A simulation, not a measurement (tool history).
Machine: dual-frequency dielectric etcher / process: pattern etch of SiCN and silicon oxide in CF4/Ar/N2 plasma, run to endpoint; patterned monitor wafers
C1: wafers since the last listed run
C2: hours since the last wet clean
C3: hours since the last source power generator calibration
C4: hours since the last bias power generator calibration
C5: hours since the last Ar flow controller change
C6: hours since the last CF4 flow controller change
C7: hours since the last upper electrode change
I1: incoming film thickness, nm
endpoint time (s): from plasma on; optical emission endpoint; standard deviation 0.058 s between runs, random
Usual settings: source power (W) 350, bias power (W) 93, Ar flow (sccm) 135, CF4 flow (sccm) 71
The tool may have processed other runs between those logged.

run 1 hour=0 | source_power_(W)=350 bias_power_(W)=93 Ar_flow_(sccm)=135 CF4_flow_(sccm)=71 | C1=0 C2=280.8 C3=2423.3 C4=1627.8 C5=2906.5 C6=5023.4 C7=2.7 | I1=8.68 | endpoint_time_(s)=13
run 2 hour=16.4 | source_power_(W)=350 bias_power_(W)=93 Ar_flow_(sccm)=135 CF4_flow_(sccm)=71 | C1=301 C2=297.2 C3=2439.7 C4=1644.2 C5=2922.9 C6=5039.8 C7=19.1 | I1=8.71 | endpoint_time_(s)=12.9
run 3 hour=28.6 | source_power_(W)=380 bias_power_(W)=110 Ar_flow_(sccm)=135 CF4_flow_(sccm)=71 | C1=224 C2=309.4 C3=2451.9 C4=1656.4 C5=2935.1 C6=5052 C7=31.3 | I1=8.64 | endpoint_time_(s)=11.2
-- hour=65.8 wet clean of the chamber
-- hour=68 source power generator calibrated
-- hour=73 CF4 flow controller replaced
run 4 hour=73.5 | source_power_(W)=350 bias_power_(W)=93 Ar_flow_(sccm)=135 CF4_flow_(sccm)=71 | C1=251 C2=7.7 C3=5.5 C4=1701.3 C5=2980 C6=0.5 C7=76.2 | I1=8.76 | endpoint_time_(s)=13
run 5 hour=73.9 | source_power_(W)=350 bias_power_(W)=93 Ar_flow_(sccm)=135 CF4_flow_(sccm)=71 | C1=7 C2=8.1 C3=5.9 C4=1701.7 C5=2980.4 C6=0.9 C7=76.6 | I1=8.68 | endpoint_time_(s)=13
run 6 hour=74.2 | source_power_(W)=350 bias_power_(W)=93 Ar_flow_(sccm)=135 CF4_flow_(sccm)=71 | C1=5 C2=8.4 C3=6.2 C4=1702 C5=2980.7 C6=1.2 C7=76.9 | I1=8.75 | endpoint_time_(s)=13
run 7 hour=80.7 | source_power_(W)=300 bias_power_(W)=107 Ar_flow_(sccm)=135 CF4_flow_(sccm)=86 | C1=119 C2=14.9 C3=12.7 C4=1708.5 C5=2987.2 C6=7.7 C7=83.4 | I1=8.72 | endpoint_time_(s)=14.5
run 8 hour=92.2 | source_power_(W)=350 bias_power_(W)=93 Ar_flow_(sccm)=135 CF4_flow_(sccm)=71 | C1=211 C2=26.4 C3=24.2 C4=1720 C5=2998.7 C6=19.2 C7=94.9 | I1=8.75 | endpoint_time_(s)=13
-- hour=140.2 bias power generator calibrated
run 9 hour=144.8 | source_power_(W)=350 bias_power_(W)=93 Ar_flow_(sccm)=135 CF4_flow_(sccm)=71 | C1=894 C2=79 C3=76.8 C4=4.6 C5=3051.3 C6=71.8 C7=147.5 | I1=8.64 | endpoint_time_(s)=12.9
run 10 hour=152.5 | source_power_(W)=280 bias_power_(W)=82 Ar_flow_(sccm)=107 CF4_flow_(sccm)=71 | C1=141 C2=86.7 C3=84.5 C4=12.3 C5=3059 C6=79.5 C7=155.2 | I1=8.75 | endpoint_time_(s)=16.9
run 11 hour=159.6 | source_power_(W)=350 bias_power_(W)=93 Ar_flow_(sccm)=135 CF4_flow_(sccm)=71 | C1=130 C2=93.8 C3=91.6 C4=19.4 C5=3066.1 C6=86.6 C7=162.3 | I1=8.72 | endpoint_time_(s)=13.2
run 12 hour=170 | source_power_(W)=290 bias_power_(W)=107 Ar_flow_(sccm)=135 CF4_flow_(sccm)=81 | C1=191 C2=104.2 C3=102 C4=29.8 C5=3076.5 C6=97 C7=172.7 | I1=8.72 | endpoint_time_(s)=15.2
run 13 hour=181.9 | source_power_(W)=350 bias_power_(W)=93 Ar_flow_(sccm)=135 CF4_flow_(sccm)=71 | C1=219 C2=116.1 C3=113.9 C4=41.7 C5=3088.4 C6=108.9 C7=184.6 | I1=8.75 | endpoint_time_(s)=13.1
run 14 hour=188 | source_power_(W)=350 bias_power_(W)=93 Ar_flow_(sccm)=135 CF4_flow_(sccm)=57 | C1=112 C2=122.2 C3=120 C4=47.8 C5=3094.5 C6=115 C7=190.7 | I1=8.61 | endpoint_time_(s)=13.3
-- hour=200.5 Ar flow controller replaced
run 15 hour=201 | source_power_(W)=290 bias_power_(W)=102 Ar_flow_(sccm)=159 CF4_flow_(sccm)=87 | C1=128 C2=135.2 C3=133 C4=60.8 C5=0.5 C6=128 C7=203.7 | I1=8.82 | endpoint_time_(s)=16
run 16 hour=215.9 | source_power_(W)=350 bias_power_(W)=103 Ar_flow_(sccm)=156 CF4_flow_(sccm)=71 | C1=274 C2=150.1 C3=147.9 C4=75.7 C5=15.4 C6=142.9 C7=218.6 | I1=8.68 | endpoint_time_(s)=12.8
run 17 hour=231.6 | source_power_(W)=350 bias_power_(W)=93 Ar_flow_(sccm)=146 CF4_flow_(sccm)=71 | C1=289 C2=165.8 C3=163.6 C4=91.4 C5=31.1 C6=158.6 C7=234.3 | I1=8.74 | endpoint_time_(s)=13.2
run 18 hour=277.4 | source_power_(W)=350 bias_power_(W)=93 Ar_flow_(sccm)=135 CF4_flow_(sccm)=71 | C1=843 C2=211.6 C3=209.4 C4=137.2 C5=76.9 C6=204.4 C7=280.1 | I1=8.7 | endpoint_time_(s)=12.9
run 19 hour=285.5 | source_power_(W)=400 bias_power_(W)=103 Ar_flow_(sccm)=148 CF4_flow_(sccm)=57 | C1=149 C2=219.7 C3=217.5 C4=145.3 C5=85 C6=212.5 C7=288.2 | I1=8.78 | endpoint_time_(s)=11.4
run 20 hour=295.8 | source_power_(W)=400 bias_power_(W)=77 Ar_flow_(sccm)=135 CF4_flow_(sccm)=71 | C1=189 C2=230 C3=227.8 C4=155.6 C5=95.3 C6=222.8 C7=298.5 | I1=8.74 | endpoint_time_(s)=12
run 21 hour=326.4 | source_power_(W)=380 bias_power_(W)=93 Ar_flow_(sccm)=146 CF4_flow_(sccm)=71 | C1=563 C2=260.6 C3=258.4 C4=186.2 C5=125.9 C6=253.4 C7=329.1 | I1=8.7 | endpoint_time_(s)=12
run 22 hour=334.4 | source_power_(W)=350 bias_power_(W)=93 Ar_flow_(sccm)=135 CF4_flow_(sccm)=71 | C1=147 C2=268.6 C3=266.4 C4=194.2 C5=133.9 C6=261.4 C7=337.1 | I1=8.67 | endpoint_time_(s)=13
run 23 hour=345.9 | source_power_(W)=440 bias_power_(W)=70 Ar_flow_(sccm)=135 CF4_flow_(sccm)=71 | C1=211 C2=280.1 C3=277.9 C4=205.7 C5=145.4 C6=272.9 C7=348.6 | I1=8.68 | endpoint_time_(s)=11
run 24 hour=355.3 | source_power_(W)=350 bias_power_(W)=106 Ar_flow_(sccm)=135 CF4_flow_(sccm)=71 | C1=173 C2=289.5 C3=287.3 C4=215.1 C5=154.8 C6=282.3 C7=358 | I1=8.68 | endpoint_time_(s)=12.5

Here are 4 independent what-if runs from the current tool condition. What would each one return?
run A hour=355.7 | source_power_(W)=350 bias_power_(W)=93 Ar_flow_(sccm)=135 CF4_flow_(sccm)=71 | C1=7 C2=289.9 C3=287.7 C4=215.5 C5=155.2 C6=282.7 C7=358.4 | I1=8.75 | endpoint_time_(s)=?
run B hour=355.7 | source_power_(W)=300 bias_power_(W)=87 Ar_flow_(sccm)=147 CF4_flow_(sccm)=59 | C1=7 C2=289.9 C3=287.7 C4=215.5 C5=155.2 C6=282.7 C7=358.4 | I1=8.75 | endpoint_time_(s)=?
run C hour=355.7 | source_power_(W)=320 bias_power_(W)=113 Ar_flow_(sccm)=135 CF4_flow_(sccm)=71 | C1=7 C2=289.9 C3=287.7 C4=215.5 C5=155.2 C6=282.7 C7=358.4 | I1=8.75 | endpoint_time_(s)=?
run D hour=355.7 | source_power_(W)=350 bias_power_(W)=93 Ar_flow_(sccm)=150 CF4_flow_(sccm)=71 | C1=7 C2=289.9 C3=287.7 C4=215.5 C5=155.2 C6=282.7 C7=358.4 | I1=8.75 | endpoint_time_(s)=?

run=A endpoint_time_(s)=13
run=B endpoint_time_(s)=16.4
run=C endpoint_time_(s)=13.5
run=D endpoint_time_(s)=13.2
With the hidden condition removed and each run's random variation left untouched, the same runs would have given:
run=A endpoint_time_(s)=13
run=B endpoint_time_(s)=16.4
run=C endpoint_time_(s)=13.5
run=D endpoint_time_(s)=13.2

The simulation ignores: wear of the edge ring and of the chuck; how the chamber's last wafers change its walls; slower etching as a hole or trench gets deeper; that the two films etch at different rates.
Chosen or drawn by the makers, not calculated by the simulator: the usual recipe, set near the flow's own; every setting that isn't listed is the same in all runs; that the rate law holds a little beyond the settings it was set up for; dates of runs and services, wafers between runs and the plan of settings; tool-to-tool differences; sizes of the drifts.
